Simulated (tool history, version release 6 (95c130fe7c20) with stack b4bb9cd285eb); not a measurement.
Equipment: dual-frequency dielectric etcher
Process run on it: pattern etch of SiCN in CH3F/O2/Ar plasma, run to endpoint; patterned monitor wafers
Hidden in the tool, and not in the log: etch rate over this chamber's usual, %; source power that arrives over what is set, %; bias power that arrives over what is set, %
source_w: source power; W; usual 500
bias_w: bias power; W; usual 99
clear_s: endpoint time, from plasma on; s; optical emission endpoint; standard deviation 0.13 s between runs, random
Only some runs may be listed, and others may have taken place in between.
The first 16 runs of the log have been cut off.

run,hour,source_w,bias_w,wafers since the last listed run,hours since the last wet clean,hours since the last source power generator calibration,hours since the last bias power generator calibration,hours since the last upper electrode change,"incoming incoming film thickness, nm",clear_s
# hour 722.1: source power generator calibrated
17,728.3,500,99,470,461.9,6.2,2390.8,2033.3,8.61,18.7
# hour 791.7: wet clean of the chamber
18,792.2,500,99,584,0.5,70.1,2454.7,2097.2,8.62,17.5
19,816.5,620,99,355,24.8,94.4,2479.0,2121.5,8.68,17.0
20,858.2,500,99,610,66.5,136.1,2520.7,2163.2,8.62,18.0
21,893.5,500,83,516,101.8,171.4,2556.0,2198.5,8.70,19.4
22,949.0,500,99,812,157.3,226.9,2611.5,2254.0,8.65,18.1
# hour 954.1: bias power generator calibrated
23,1019.1,590,99,967,227.4,297.0,65.0,2324.1,8.61,17.5
24,1078.5,460,122,869,286.8,356.4,124.4,2383.5,8.65,16.7
25,1125.1,500,99,682,333.4,403.0,171.0,2430.1,8.48,18.2
26,1155.9,440,85,451,364.2,433.8,201.8,2460.9,8.61,20.2

Forecast run 27:
27,1205.5,600,81,726,413.8,483.4,251.4,2510.5,8.65,?

{"run 27": {"clear_s": 19.1}}
With no hidden state in the tool, this same run would have given clear_s 18.3 s.
